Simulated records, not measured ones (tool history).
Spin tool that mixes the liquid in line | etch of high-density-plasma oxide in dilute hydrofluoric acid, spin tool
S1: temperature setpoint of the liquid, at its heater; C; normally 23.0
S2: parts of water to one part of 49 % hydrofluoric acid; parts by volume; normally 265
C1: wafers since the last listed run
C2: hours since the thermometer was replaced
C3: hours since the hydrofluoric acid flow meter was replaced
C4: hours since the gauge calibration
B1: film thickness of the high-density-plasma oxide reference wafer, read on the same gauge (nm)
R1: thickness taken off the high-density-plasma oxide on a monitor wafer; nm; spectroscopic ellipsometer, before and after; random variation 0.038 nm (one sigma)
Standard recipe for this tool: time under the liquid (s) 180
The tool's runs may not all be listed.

run 1 hour=0.0 | S1=23.0 S2=265 time_under_the_liquid_(s)=180 | C1=0 C2=757.8 C3=1841.7 C4=99.5 | B1=59.997 | R1=3.481
run 2 hour=16.3 | S1=23.0 S2=265 time_under_the_liquid_(s)=180 | C1=116 C2=774.1 C3=1858.0 C4=115.8 | B1=60.003 | R1=3.517
run 3 hour=30.9 | S1=23.0 S2=265 time_under_the_liquid_(s)=180 | C1=104 C2=788.7 C3=1872.6 C4=130.4 | B1=59.966 | R1=3.513
run 4 hour=44.4 | S1=23.0 S2=265 time_under_the_liquid_(s)=180 | C1=96 C2=802.2 C3=1886.1 C4=143.9 | B1=59.987 | R1=3.511
run 5 hour=64.5 | S1=23.0 S2=265 time_under_the_liquid_(s)=180 | C1=143 C2=822.3 C3=1906.2 C4=164.0 | B1=60.014 | R1=3.541
run 6 hour=96.3 | S1=23.0 S2=265 time_under_the_liquid_(s)=180 | C1=226 C2=854.1 C3=1938.0 C4=195.8 | B1=59.991 | R1=3.530
run 7 hour=127.6 | S1=23.0 S2=265 time_under_the_liquid_(s)=180 | C1=223 C2=885.4 C3=1969.3 C4=227.1 | B1=60.041 | R1=3.554
run 8 hour=144.8 | S1=23.0 S2=265 time_under_the_liquid_(s)=180 | C1=122 C2=902.6 C3=1986.5 C4=244.3 | B1=60.026 | R1=3.561
run 9 hour=160.3 | S1=23.0 S2=265 time_under_the_liquid_(s)=180 | C1=110 C2=918.1 C3=2002.0 C4=259.8 | B1=60.034 | R1=3.536
run 10 hour=189.7 | S1=23.0 S2=265 time_under_the_liquid_(s)=215 | C1=209 C2=947.5 C3=2031.4 C4=289.2 | B1=59.983 | R1=4.183
run 11 hour=210.3 | S1=20.0 S2=140 time_under_the_liquid_(s)=180 | C1=146 C2=968.1 C3=2052.0 C4=309.8 | B1=59.977 | R1=6.710
run 12 hour=245.3 | S1=19.0 S2=265 time_under_the_liquid_(s)=180 | C1=249 C2=1003.1 C3=2087.0 C4=344.8 | B1=59.987 | R1=3.014
run 13 hour=280.8 | S1=28.0 S2=325 time_under_the_liquid_(s)=90 | C1=253 C2=1038.6 C3=2122.5 C4=380.3 | B1=60.014 | R1=1.570
-- hour=292.3 hydrofluoric acid flow meter replaced
-- hour=297.9 thermometer replaced
run 14 hour=302.4 | S1=23.0 S2=265 time_under_the_liquid_(s)=180 | C1=139 C2=4.5 C3=10.1 C4=401.9 | B1=60.007 | R1=3.495
-- hour=333.1 gauge calibrated
run 15 hour=335.8 | S1=23.0 S2=265 time_under_the_liquid_(s)=120 | C1=238 C2=37.9 C3=43.5 C4=2.7 | B1=59.996 | R1=2.343
run 16 hour=369.2 | S1=23.0 S2=265 time_under_the_liquid_(s)=75 | C1=238 C2=71.3 C3=76.9 C4=36.1 | B1=59.979 | R1=1.437
run 17 hour=390.3 | S1=23.0 S2=330 time_under_the_liquid_(s)=180 | C1=150 C2=92.4 C3=98.0 C4=57.2 | B1=60.032 | R1=2.625
run 18 hour=416.4 | S1=21.5 S2=350 time_under_the_liquid_(s)=180 | C1=186 C2=118.5 C3=124.1 C4=83.3 | B1=60.007 | R1=2.316
run 19 hour=437.3 | S1=25.5 S2=265 time_under_the_liquid_(s)=180 | C1=149 C2=139.4 C3=145.0 C4=104.2 | B1=59.973 | R1=3.832
run 20 hour=460.2 | S1=23.0 S2=265 time_under_the_liquid_(s)=180 | C1=163 C2=162.3 C3=167.9 C4=127.1 | B1=59.986 | R1=3.508

Each row is a separate what-if for the run after 20, all from the same tool condition, not one after another. Results?
run A hour=460.7 | S1=23.0 S2=265 time_under_the_liquid_(s)=230 | C1=3 C2=162.8 C3=168.4 C4=127.6 | B1=? | R1=?
run B hour=460.7 | S1=21.0 S2=180 time_under_the_liquid_(s)=180 | C1=3 C2=162.8 C3=168.4 C4=127.6 | B1=? | R1=?
run C hour=460.7 | S1=19.0 S2=195 time_under_the_liquid_(s)=105 | C1=3 C2=162.8 C3=168.4 C4=127.6 | B1=? | R1=?

run=A B1=60.020 R1=4.516
run=B B1=60.020 R1=5.259
run=C B1=60.020 R1=2.581
Had the tool no hidden state, the same runs would have come out as:
run=A R1=4.516
run=B R1=5.259
run=C R1=2.581
